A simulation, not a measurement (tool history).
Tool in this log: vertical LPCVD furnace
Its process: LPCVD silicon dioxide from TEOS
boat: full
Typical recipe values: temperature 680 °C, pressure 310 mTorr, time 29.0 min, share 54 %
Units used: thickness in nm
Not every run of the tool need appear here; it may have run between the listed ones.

run   hour  temperature  pressure  time  share  wafers since the last listed run  hours since the last temperature calibration  hours since the pressure gauge was zeroed  hours since the TEOS flow controller was replaced  hours since the gauge calibration  read-back reference wafer on the same gauge, thickness  thickness
  1    0.0          680       310  29.0     54                                 0                                        1447.9                                     1202.8                                             2791.1                               28.1                                                  141.96     133.96
  2   25.9          680       310  29.0     54                               299                                        1473.8                                     1228.7                                             2817.0                               54.0                                                  142.12     134.75
  3   54.0          671       310  29.0     54                               325                                        1501.9                                     1256.8                                             2845.1                               82.1                                                  141.74     107.32
  4   84.8          671       310  29.0     54                               356                                        1532.7                                     1287.6                                             2875.9                              112.9                                                  141.83     108.86
  5  103.4          680       310  29.0     54                               215                                        1551.3                                     1306.2                                             2894.5                              131.5                                                  141.75     135.19
  6  129.3          680       310  29.0     54                               299                                        1577.2                                     1332.1                                             2920.4                              157.4                                                  142.06     134.45
  7  160.0          680       310  29.0     54                               355                                        1607.9                                     1362.8                                             2951.1                              188.1                                                  142.02     135.06
     188.6  -- TEOS flow controller replaced
  8  189.1          680       310  29.0     54                                59                                        1637.0                                     1391.9                                                0.5                              217.2                                                  142.06     135.56
  9  203.3          680       310  29.0     54                               164                                        1651.2                                     1406.1                                               14.7                              231.4                                                  142.06     135.13
 10  221.8          672       355  29.0     54                               214                                        1669.7                                     1424.6                                               33.2                              249.9                                                  141.86     118.64
 11  256.8          680       310  29.0     54                               405                                        1704.7                                     1459.6                                               68.2                              284.9                                                  142.07     135.70
 12  273.2          672       355  29.0     54                               189                                        1721.1                                     1476.0                                               84.6                              301.3                                                  141.99     119.48
     318.4  -- pressure gauge zeroed
     347.4  -- thermocouples replaced and temperature profile calibrated
 13  347.9          680       310  20.0     44                               309                                           0.5                                       29.5                                              159.3                              376.0                                                  141.90      87.19
     352.9  -- gauge calibrated
 14  370.2          680       385  39.0     59                               258                                          22.8                                       51.8                                              181.6                               17.3                                                  141.91     221.12
 15  400.3          686       375  36.0     59                               348                                          52.9                                       81.9                                              211.7                               47.4                                                  141.94     230.87
     451.8  -- thermocouples replaced and temperature profile calibrated, repeated, since the last time left the tool worse
 16  452.3          687       270  29.0     48                               324                                           0.5                                      133.9                                              263.7                               99.4                                                  141.96     132.75
 17  456.6          686       385  29.0     45                                49                                           4.8                                      138.2                                              268.0                              103.7                                                  142.15     149.25
 18  471.5          680       310  29.0     57                               172                                          19.7                                      153.1                                              282.9                              118.6                                                  142.07     130.55
 19  496.6          689       310  29.0     54                               290                                          44.8                                      178.2                                              308.0                              143.7                                                  141.78     159.59
 20  521.8          680       355  25.5     54                               291                                          70.0                                      203.4                                              333.2                              168.9                                                  142.13     120.79
 21  557.6          680       310  29.0     54                               414                                         105.8                                      239.2                                              369.0                              204.7                                                  142.08     127.64

What if the next run were any one of these 5? Each begins from the tool's condition after run 21:
  A  562.0          680       310  29.0     63                                50                                         110.2                                      243.6                                              373.4                              209.1                                                       ?          ?
  B  562.0          685       245  17.5     64                                50                                         110.2                                      243.6                                              373.4                              209.1                                                       ?          ?
  C  562.0          692       340  33.0     59                                50                                         110.2                                      243.6                                              373.4                              209.1                                                       ?          ?
  D  562.0          680       265  29.0     60                                50                                         110.2                                      243.6                                              373.4                              209.1                                                       ?          ?
  E  562.0          680       255  29.0     48                                50                                         110.2                                      243.6                                              373.4                              209.1                                                       ?          ?

run  read-back reference wafer on the same gauge, thickness  thickness
  A                                                  142.14     137.79
  B                                                  142.14      84.05
  C                                                  142.14     211.80
  D                                                  142.14     124.33
  E                                                  142.14     109.09
The same runs, with their run-to-run variation unchanged, on a tool lacking any hidden condition would have given:
run  thickness
  A     137.22
  B      83.71
  C     210.94
  D     123.81
  E     108.63
